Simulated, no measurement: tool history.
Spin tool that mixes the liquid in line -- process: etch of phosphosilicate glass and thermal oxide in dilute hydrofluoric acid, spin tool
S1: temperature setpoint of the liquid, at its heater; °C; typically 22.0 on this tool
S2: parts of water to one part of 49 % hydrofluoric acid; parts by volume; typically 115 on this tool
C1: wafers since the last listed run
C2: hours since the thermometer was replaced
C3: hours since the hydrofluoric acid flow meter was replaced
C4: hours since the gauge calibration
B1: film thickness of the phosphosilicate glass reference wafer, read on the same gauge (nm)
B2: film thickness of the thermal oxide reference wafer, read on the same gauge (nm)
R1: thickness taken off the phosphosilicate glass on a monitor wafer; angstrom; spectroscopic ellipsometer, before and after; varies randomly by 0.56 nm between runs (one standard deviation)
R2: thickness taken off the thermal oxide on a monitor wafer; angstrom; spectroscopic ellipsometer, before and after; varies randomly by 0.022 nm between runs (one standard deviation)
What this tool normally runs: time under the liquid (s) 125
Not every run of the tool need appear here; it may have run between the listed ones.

run 1 hour=0.0 | S1=25.5 S2=115 time_under_the_liquid_(s)=125 | C1=0 C2=1978.6 C3=64.9 C4=288.3 | B1=100.03 B2=130.015 | R1=676.5 R2=51.09
run 2 hour=8.4 | S1=22.0 S2=115 time_under_the_liquid_(s)=125 | C1=48 C2=1987.0 C3=73.3 C4=296.7 | B1=100.02 B2=129.992 | R1=583.8 R2=44.81
run 3 hour=15.3 | S1=22.0 S2=115 time_under_the_liquid_(s)=125 | C1=40 C2=1993.9 C3=80.2 C4=303.6 | B1=100.00 B2=129.994 | R1=583.0 R2=44.71
run 4 hour=29.1 | S1=22.0 S2=70 time_under_the_liquid_(s)=155 | C1=80 C2=2007.7 C3=94.0 C4=317.4 | B1=100.03 B2=129.960 | R1=1253.8 R2=96.53
run 5 hour=38.4 | S1=22.0 S2=115 time_under_the_liquid_(s)=125 | C1=54 C2=2017.0 C3=103.3 C4=326.7 | B1=100.02 B2=129.988 | R1=578.9 R2=44.29
run 6 hour=53.9 | S1=22.0 S2=60 time_under_the_liquid_(s)=200 | C1=90 C2=2032.5 C3=118.8 C4=342.2 | B1=100.01 B2=130.009 | R1=1889.2 R2=144.85
run 7 hour=64.1 | S1=22.0 S2=60 time_under_the_liquid_(s)=125 | C1=59 C2=2042.7 C3=129.0 C4=352.4 | B1=100.01 B2=129.977 | R1=1169.7 R2=90.86
run 8 hour=71.3 | S1=24.5 S2=165 time_under_the_liquid_(s)=80 | C1=41 C2=2049.9 C3=136.2 C4=359.6 | B1=100.00 B2=130.028 | R1=262.3 R2=20.41
run 9 hour=77.8 | S1=17.5 S2=155 time_under_the_liquid_(s)=165 | C1=37 C2=2056.4 C3=142.7 C4=366.1 | B1=100.01 B2=129.996 | R1=446.5 R2=34.39
run 10 hour=87.3 | S1=24.5 S2=160 time_under_the_liquid_(s)=190 | C1=55 C2=2065.9 C3=152.2 C4=375.6 | B1=100.01 B2=129.994 | R1=651.0 R2=50.25
run 11 hour=99.5 | S1=19.0 S2=115 time_under_the_liquid_(s)=125 | C1=70 C2=2078.1 C3=164.4 C4=387.8 | B1=100.01 B2=129.967 | R1=511.1 R2=38.85
run 12 hour=111.2 | S1=22.0 S2=115 time_under_the_liquid_(s)=125 | C1=68 C2=2089.8 C3=176.1 C4=399.5 | B1=99.99 B2=129.995 | R1=572.4 R2=43.61
run 13 hour=126.4 | S1=17.5 S2=70 time_under_the_liquid_(s)=70 | C1=88 C2=2105.0 C3=191.3 C4=414.7 | B1=99.99 B2=130.001 | R1=449.1 R2=34.83
run 14 hour=133.9 | S1=23.5 S2=115 time_under_the_liquid_(s)=150 | C1=43 C2=2112.5 C3=198.8 C4=422.2 | B1=100.00 B2=130.032 | R1=720.2 R2=55.67
-- hour=142.2 thermometer replaced
run 15 hour=143.3 | S1=22.0 S2=115 time_under_the_liquid_(s)=125 | C1=48 C2=1.1 C3=208.2 C4=431.6 | B1=100.01 B2=129.985 | R1=565.0 R2=43.03
-- hour=150.5 gauge calibrated
run 16 hour=157.8 | S1=19.0 S2=115 time_under_the_liquid_(s)=170 | C1=84 C2=15.6 C3=222.7 C4=7.3 | B1=100.00 B2=129.975 | R1=671.9 R2=52.17
run 17 hour=172.3 | S1=22.0 S2=60 time_under_the_liquid_(s)=150 | C1=84 C2=30.1 C3=237.2 C4=21.8 | B1=99.99 B2=130.000 | R1=1384.8 R2=105.81
run 18 hour=180.9 | S1=22.0 S2=115 time_under_the_liquid_(s)=125 | C1=50 C2=38.7 C3=245.8 C4=30.4 | B1=99.99 B2=129.976 | R1=563.1 R2=42.93
run 19 hour=190.3 | S1=22.0 S2=115 time_under_the_liquid_(s)=90 | C1=54 C2=48.1 C3=255.2 C4=39.8 | B1=100.00 B2=130.015 | R1=397.8 R2=30.63
run 20 hour=205.1 | S1=19.5 S2=65 time_under_the_liquid_(s)=80 | C1=86 C2=62.9 C3=270.0 C4=54.6 | B1=100.00 B2=130.006 | R1=604.4 R2=46.32
run 21 hour=220.5 | S1=22.0 S2=115 time_under_the_liquid_(s)=125 | C1=89 C2=78.3 C3=285.4 C4=70.0 | B1=100.00 B2=129.990 | R1=553.2 R2=42.45
run 22 hour=235.1 | S1=19.0 S2=75 time_under_the_liquid_(s)=155 | C1=84 C2=92.9 C3=300.0 C4=84.6 | B1=100.00 B2=129.988 | R1=968.8 R2=74.55
run 23 hour=243.3 | S1=17.5 S2=160 time_under_the_liquid_(s)=125 | C1=47 C2=101.1 C3=308.2 C4=92.8 | B1=100.00 B2=130.012 | R1=314.1 R2=24.42
run 24 hour=250.7 | S1=22.0 S2=95 time_under_the_liquid_(s)=85 | C1=43 C2=108.5 C3=315.6 C4=100.2 | B1=99.99 B2=130.022 | R1=469.2 R2=35.56
run 25 hour=257.2 | S1=20.0 S2=70 time_under_the_liquid_(s)=60 | C1=37 C2=115.0 C3=322.1 C4=106.7 | B1=99.99 B2=129.988 | R1=420.9 R2=32.45
run 26 hour=265.0 | S1=20.0 S2=85 time_under_the_liquid_(s)=185 | C1=45 C2=122.8 C3=329.9 C4=114.5 | B1=100.00 B2=130.044 | R1=1056.0 R2=80.53
run 27 hour=271.1 | S1=22.0 S2=90 time_under_the_liquid_(s)=100 | C1=35 C2=128.9 C3=336.0 C4=120.6 | B1=100.00 B2=130.005 | R1=566.1 R2=44.23

Each row is a separate what-if for the run after 27, all from the same tool condition, not one after another. Results?
run A hour=271.6 | S1=22.0 S2=115 time_under_the_liquid_(s)=190 | C1=2 C2=129.4 C3=336.5 C4=121.1 | B1=? B2=? | R1=? R2=?
run B hour=271.6 | S1=19.5 S2=90 time_under_the_liquid_(s)=180 | C1=2 C2=129.4 C3=336.5 C4=121.1 | B1=? B2=? | R1=? R2=?
run C hour=271.6 | S1=25.0 S2=90 time_under_the_liquid_(s)=125 | C1=2 C2=129.4 C3=336.5 C4=121.1 | B1=? B2=? | R1=? R2=?

run=A B1=100.02 B2=129.994 R1=833.1 R2=63.49
run=B B1=100.02 B2=129.994 R1=939.5 R2=71.59
run=C B1=100.02 B2=129.994 R1=814.4 R2=62.06
Take away the tool's hidden state, keep each run's random variation, and the runs would have read:
run=A R1=914.2 R2=69.67
run=B R1=1028.3 R2=78.36
run=C R1=892.4 R2=68.01
